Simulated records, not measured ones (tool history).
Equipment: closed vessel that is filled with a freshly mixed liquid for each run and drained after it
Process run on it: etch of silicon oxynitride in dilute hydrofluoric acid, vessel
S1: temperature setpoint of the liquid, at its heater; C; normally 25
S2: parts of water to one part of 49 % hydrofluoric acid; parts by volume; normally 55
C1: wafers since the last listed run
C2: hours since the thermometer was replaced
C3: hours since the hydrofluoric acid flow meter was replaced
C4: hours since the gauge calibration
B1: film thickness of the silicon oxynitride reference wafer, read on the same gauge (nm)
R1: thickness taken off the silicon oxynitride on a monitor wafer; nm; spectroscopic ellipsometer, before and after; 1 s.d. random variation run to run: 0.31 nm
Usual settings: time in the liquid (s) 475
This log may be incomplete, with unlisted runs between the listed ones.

Run 1, hour 0: usual settings; C1 0; C2 1106; C3 1162.7; C4 336.6; B1 59.99. Result: R1 35.52 nm.
Run 2, hour 8: usual settings; C1 484; C2 1114; C3 1170.7; C4 344.6; B1 60.02. Result: R1 35.28 nm.
Run 3, hour 21.7: usual settings; C1 829; C2 1127.7; C3 1184.4; C4 358.3; B1 60.03. Result: R1 35.29 nm.
Run 4, hour 42.7: usual settings; C1 1271; C2 1148.7; C3 1205.4; C4 379.3; B1 60.04. Result: R1 35.08 nm.
Run 5, hour 59.9: usual settings; C1 1041; C2 1165.9; C3 1222.6; C4 396.5; B1 59.99. Result: R1 35.32 nm.
Run 6, hour 75.5: usual settings; C1 944; C2 1181.5; C3 1238.2; C4 412.1; B1 60.02. Result: R1 34.65 nm.
At hour 84.7: gauge calibrated.
Run 7, hour 84.8: usual settings but S1 27 C; C1 563; C2 1190.8; C3 1247.5; C4 0.1; B1 60.02. Result: R1 38.25 nm.
Run 8, hour 94.3: usual settings; C1 575; C2 1200.3; C3 1257; C4 9.6; B1 60.01. Result: R1 34.87 nm.
Run 9, hour 101.4: usual settings; C1 429; C2 1207.4; C3 1264.1; C4 16.7; B1 59.99. Result: R1 35.28 nm.
Run 10, hour 111.1: usual settings but S2 45 parts by volume, time in the liquid (s) 265; C1 587; C2 1217.1; C3 1273.8; C4 26.4; B1 60.03. Result: R1 24.43 nm.
Run 11, hour 126: usual settings but S1 29.5 C, S2 35 parts by volume, time in the liquid (s) 610; C1 902; C2 1232; C3 1288.7; C4 41.3; B1 59.97. Result: R1 88.12 nm.
Run 12, hour 136.7: usual settings but S1 26.5 C, S2 35 parts by volume; C1 647; C2 1242.7; C3 1299.4; C4 52; B1 60. Result: R1 60.25 nm.
Run 13, hour 148: usual settings but S1 22 C, S2 80 parts by volume, time in the liquid (s) 575; C1 684; C2 1254; C3 1310.7; C4 63.3; B1 59.99. Result: R1 24.29 nm.
Run 14, hour 197.4: usual settings but S1 28 C; C1 2991; C2 1303.4; C3 1360.1; C4 112.7; B1 59.97. Result: R1 40.1 nm.
At hour 214.4: hydrofluoric acid flow meter replaced.
Run 15, hour 214.9: usual settings but S1 29 C, S2 85 parts by volume, time in the liquid (s) 755; C1 999; C2 1320.9; C3 0.5; C4 130.2; B1 60.04. Result: R1 37.85 nm.
Run 16, hour 227.7: usual settings; C1 775; C2 1333.7; C3 13.3; C4 143; B1 59.99. Result: R1 32.18 nm.
Run 17, hour 234.1: usual settings but S1 21 C; C1 387; C2 1340.1; C3 19.7; C4 149.4; B1 59.99. Result: R1 26.4 nm.
Run 18, hour 251.7: usual settings but S2 65 parts by volume; C1 1065; C2 1357.7; C3 37.3; C4 167; B1 60.02. Result: R1 26.81 nm.
Run 19, hour 269: usual settings but S1 20 C; C1 1047; C2 1375; C3 54.6; C4 184.3; B1 60.02. Result: R1 24.94 nm.
Run 20, hour 284.1: usual settings but S1 23.5 C, S2 35 parts by volume; C1 914; C2 1390.1; C3 69.7; C4 199.4; B1 60. Result: R1 47.69 nm.
Run 21, hour 297.4: usual settings but S1 27 C, S2 70 parts by volume; C1 805; C2 1403.4; C3 83; C4 212.7; B1 59.97. Result: R1 26.81 nm.
At hour 302.7: hydrofluoric acid flow meter replaced, repeated, since the last time left the tool worse.
At hour 305.2: thermometer replaced.
Run 22, hour 310.1: usual settings but S1 26.5 C, S2 35 parts by volume; C1 647; C2 4.9; C3 7.4; C4 225.4; B1 60.01. Result: R1 65.21 nm.
Run 23, hour 320.2: usual settings but S1 23.5 C, time in the liquid (s) 570; C1 611; C2 15; C3 17.5; C4 235.5; B1 59.99. Result: R1 41.7 nm.
Run 24, hour 333.5: usual settings but S1 29 C, S2 30 parts by volume, time in the liquid (s) 370; C1 805; C2 28.3; C3 30.8; C4 248.8; B1 59.98. Result: R1 67.71 nm.
Run 25, hour 346.2: usual settings but S2 35 parts by volume; C1 768; C2 41; C3 43.5; C4 261.5; B1 59.99. Result: R1 60.97 nm.
Run 26, hour 363.8: usual settings but S1 27.5 C, S2 40 parts by volume, time in the liquid (s) 750; C1 1065; C2 58.6; C3 61.1; C4 279.1; B1 60.04. Result: R1 94.05 nm.
Run 27, hour 371.5: usual settings but S1 28 C, S2 75 parts by volume, time in the liquid (s) 625; C1 466; C2 66.3; C3 68.8; C4 286.8; B1 59.98. Result: R1 41.29 nm.
Run 28, hour 380.9: usual settings but S1 23.5 C, time in the liquid (s) 575; C1 569; C2 75.7; C3 78.2; C4 296.2; B1 60. Result: R1 43.07 nm.
Run 29, hour 397.5: usual settings but S1 22 C, S2 45 parts by volume, time in the liquid (s) 210; C1 1005; C2 92.3; C3 94.8; C4 312.8; B1 59.99. Result: R1 17.56 nm.
Run 30, hour 413.2: usual settings but time in the liquid (s) 255; C1 950; C2 108; C3 110.5; C4 328.5; B1 59.99. Result: R1 20.35 nm.
Run 31, hour 427.8: usual settings but time in the liquid (s) 685; C1 884; C2 122.6; C3 125.1; C4 343.1; B1 59.98. Result: R1 53.78 nm.
Run 32, hour 441.1: usual settings but S1 29 C, S2 30 parts by volume, time in the liquid (s) 370; C1 805; C2 135.9; C3 138.4; C4 356.4; B1 59.98. Result: R1 66.5 nm.

How the hidden state differs across the entries between the runs, from the last listed run before each to the first after it:
From run 6 to run 7: gauge calibrated (hour 84.7)
  hydrofluoric acid flow below the setpoint (%): 7.35 -> 7.41
  measured value less the no-hidden-state value, R1: -2.89 -> -3.23 nm
From run 14 to run 15: hydrofluoric acid flow meter replaced (hour 214.4)
  hydrofluoric acid flow below the setpoint (%): 8.07 -> 15.1
  measured value less the no-hidden-state value, R1: -3.73 -> -7.4 nm
From run 21 to run 22: hydrofluoric acid flow meter replaced, repeated, since the last time left the tool worse (hour 302.7); thermometer replaced (hour 305.2)
  hydrofluoric acid flow below the setpoint (%): 15.6 -> 0.0667
  measured value less the no-hidden-state value, R1: -5.34 -> -0.04 nm

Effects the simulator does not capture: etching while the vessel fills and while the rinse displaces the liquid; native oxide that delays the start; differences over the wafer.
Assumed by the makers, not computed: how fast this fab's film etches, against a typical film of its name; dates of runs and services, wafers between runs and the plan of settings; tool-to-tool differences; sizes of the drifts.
